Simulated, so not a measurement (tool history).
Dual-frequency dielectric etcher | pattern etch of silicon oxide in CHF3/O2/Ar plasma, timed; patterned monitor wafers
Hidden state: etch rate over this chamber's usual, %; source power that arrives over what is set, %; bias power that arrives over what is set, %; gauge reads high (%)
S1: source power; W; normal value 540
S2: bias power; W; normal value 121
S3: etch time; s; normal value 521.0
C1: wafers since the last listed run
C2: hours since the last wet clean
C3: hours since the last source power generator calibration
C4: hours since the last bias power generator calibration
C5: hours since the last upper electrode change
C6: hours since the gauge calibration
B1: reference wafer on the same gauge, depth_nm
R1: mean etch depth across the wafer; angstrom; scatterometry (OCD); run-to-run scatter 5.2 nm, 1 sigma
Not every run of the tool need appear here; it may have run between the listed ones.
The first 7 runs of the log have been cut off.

{"run": 8, "hour": 396.6, "S1": 570, "S2": 121, "S3": 521.0, "C1": 188, "C2": 378.4, "C3": 1078.0, "C4": 1755.6, "C5": 1993.0, "C6": 1024.2, "B1": 928.9, "R1": 8608}
{"run": 9, "hour": 474.0, "S1": 570, "S2": 121, "S3": 521.0, "C1": 241, "C2": 455.8, "C3": 1155.4, "C4": 1833.0, "C5": 2070.4, "C6": 1101.6, "B1": 929.3, "R1": 8639}
{"hour": 559.7, "done": "wet clean of the chamber"}
{"run": 10, "hour": 560.2, "S1": 540, "S2": 121, "S3": 401.0, "C1": 194, "C2": 0.5, "C3": 1241.6, "C4": 1919.2, "C5": 2156.6, "C6": 1187.8, "B1": 929.6, "R1": 6464}
{"run": 11, "hour": 597.7, "S1": 540, "S2": 121, "S3": 401.0, "C1": 117, "C2": 38.0, "C3": 1279.1, "C4": 1956.7, "C5": 2194.1, "C6": 1225.3, "B1": 929.1, "R1": 6508}
{"run": 12, "hour": 690.6, "S1": 540, "S2": 121, "S3": 401.0, "C1": 290, "C2": 130.9, "C3": 1372.0, "C4": 2049.6, "C5": 2287.0, "C6": 1318.2, "B1": 928.5, "R1": 6507}
{"hour": 707.5, "done": "bias power generator calibrated"}
{"run": 13, "hour": 758.0, "S1": 540, "S2": 121, "S3": 521.0, "C1": 197, "C2": 198.3, "C3": 1439.4, "C4": 50.5, "C5": 2354.4, "C6": 1385.6, "B1": 928.5, "R1": 8457}
{"run": 14, "hour": 863.8, "S1": 540, "S2": 121, "S3": 521.0, "C1": 330, "C2": 304.1, "C3": 1545.2, "C4": 156.3, "C5": 2460.2, "C6": 1491.4, "B1": 930.9, "R1": 8487}
{"hour": 914.3, "done": "upper electrode replaced"}
{"run": 15, "hour": 956.8, "S1": 540, "S2": 121, "S3": 521.0, "C1": 215, "C2": 397.1, "C3": 1638.2, "C4": 249.3, "C5": 42.5, "C6": 1584.4, "B1": 928.5, "R1": 8555}
{"run": 16, "hour": 1000.2, "S1": 470, "S2": 94, "S3": 521.0, "C1": 135, "C2": 440.5, "C3": 1681.6, "C4": 292.7, "C5": 85.9, "C6": 1627.8, "B1": 929.1, "R1": 7488}
{"run": 17, "hour": 1059.5, "S1": 640, "S2": 138, "S3": 451.5, "C1": 185, "C2": 499.8, "C3": 1740.9, "C4": 352.0, "C5": 145.2, "C6": 1687.1, "B1": 928.0, "R1": 8135}
{"run": 18, "hour": 1116.2, "S1": 420, "S2": 121, "S3": 431.5, "C1": 177, "C2": 556.5, "C3": 1797.6, "C4": 408.7, "C5": 201.9, "C6": 1743.8, "B1": 928.6, "R1": 6531}
{"hour": 1186.6, "done": "wet clean of the chamber"}
{"run": 19, "hour": 1223.0, "S1": 600, "S2": 121, "S3": 521.0, "C1": 258, "C2": 36.4, "C3": 1904.4, "C4": 515.5, "C5": 308.7, "C6": 1850.6, "B1": 930.7, "R1": 8702}
{"run": 20, "hour": 1302.9, "S1": 540, "S2": 146, "S3": 440.0, "C1": 249, "C2": 116.3, "C3": 1984.3, "C4": 595.4, "C5": 388.6, "C6": 1930.5, "B1": 929.9, "R1": 7756}
{"run": 21, "hour": 1369.8, "S1": 540, "S2": 109, "S3": 521.0, "C1": 208, "C2": 183.2, "C3": 2051.2, "C4": 662.3, "C5": 455.5, "C6": 1997.4, "B1": 929.2, "R1": 8120}
{"run": 22, "hour": 1425.5, "S1": 540, "S2": 121, "S3": 521.0, "C1": 173, "C2": 238.9, "C3": 2106.9, "C4": 718.0, "C5": 511.2, "C6": 2053.1, "B1": 929.8, "R1": 8486}

Run 23, settings as shown, results not yet in. Your forecast:
{"run": 23, "hour": 1495.4, "S1": 630, "S2": 98, "S3": 650.5, "C1": 218, "C2": 308.8, "C3": 2176.8, "C4": 787.9, "C5": 581.1, "C6": 2123.0, "B1": "?", "R1": "?"}

{"run 23": {"B1": 928.5, "R1": 10182}}
The same run, on a tool lacking any hidden state, would have yielded R1 10182 angstrom.
